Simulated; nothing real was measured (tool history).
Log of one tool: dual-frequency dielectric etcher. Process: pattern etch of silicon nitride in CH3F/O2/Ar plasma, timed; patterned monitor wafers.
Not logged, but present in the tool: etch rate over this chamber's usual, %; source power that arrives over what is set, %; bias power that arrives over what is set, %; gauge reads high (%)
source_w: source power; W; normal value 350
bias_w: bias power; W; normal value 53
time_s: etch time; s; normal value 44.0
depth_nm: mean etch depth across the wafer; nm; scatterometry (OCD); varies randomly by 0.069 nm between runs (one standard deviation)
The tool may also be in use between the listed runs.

run,hour,source_w,bias_w,time_s,wafers since the last listed run,hours since the last wet clean,hours since the last source power generator calibration,hours since the last bias power generator calibration,hours since the last upper electrode change,hours since the gauge calibration,"read-back reference wafer on the same gauge, depth_nm",depth_nm
1,0.0,350,53,44.0,0,391.3,2501.3,3462.2,3852.1,361.1,24.01,29.28
# hour 8.0: gauge calibrated
2,12.8,350,53,44.0,182,404.1,2514.1,3475.0,3864.9,4.8,24.02,29.34
3,59.4,350,53,44.0,665,450.7,2560.7,3521.6,3911.5,51.4,23.97,29.28
4,76.6,350,53,44.0,245,467.9,2577.9,3538.8,3928.7,68.6,24.01,29.32
5,93.5,350,53,44.0,241,484.8,2594.8,3555.7,3945.6,85.5,24.02,29.35
6,112.3,350,59,37.0,268,503.6,2613.6,3574.5,3964.4,104.3,24.01,25.88
7,136.8,350,59,37.0,349,528.1,2638.1,3599.0,3988.9,128.8,24.00,25.81
8,158.5,350,59,37.0,309,549.8,2659.8,3620.7,4010.6,150.5,24.00,25.75
9,173.3,350,53,44.0,211,564.6,2674.6,3635.5,4025.4,165.3,23.99,29.36
# hour 198.7: source power generator calibrated
# hour 219.4: wet clean of the chamber
10,219.9,350,53,44.0,312,0.5,21.2,3682.1,4072.0,211.9,24.00,29.28
11,231.6,350,53,44.0,167,12.2,32.9,3693.8,4083.7,223.6,24.02,29.29
12,259.9,350,53,44.0,404,40.5,61.2,3722.1,4112.0,251.9,24.04,29.24
13,289.4,430,49,56.5,421,70.0,90.7,3751.6,4141.5,281.4,24.02,41.03
# hour 307.5: bias power generator calibrated
14,322.6,350,53,44.0,416,103.2,123.9,15.1,4174.7,314.6,23.98,29.26
15,349.8,350,53,44.0,388,130.4,151.1,42.3,4201.9,341.8,24.01,29.25

Run 16 is up next; what results do you expect?
# hour 360.1: gauge calibrated
# hour 394.1: upper electrode replaced
16,394.6,260,48,53.0,297,175.2,195.9,87.1,0.5,34.5,?,?

{"run 16": {"read-back reference wafer on the same gauge, depth_nm": 24.01, "depth_nm": 27.65}}
Minus the tool's unlogged condition, the same run would have read depth_nm 27.65 nm.

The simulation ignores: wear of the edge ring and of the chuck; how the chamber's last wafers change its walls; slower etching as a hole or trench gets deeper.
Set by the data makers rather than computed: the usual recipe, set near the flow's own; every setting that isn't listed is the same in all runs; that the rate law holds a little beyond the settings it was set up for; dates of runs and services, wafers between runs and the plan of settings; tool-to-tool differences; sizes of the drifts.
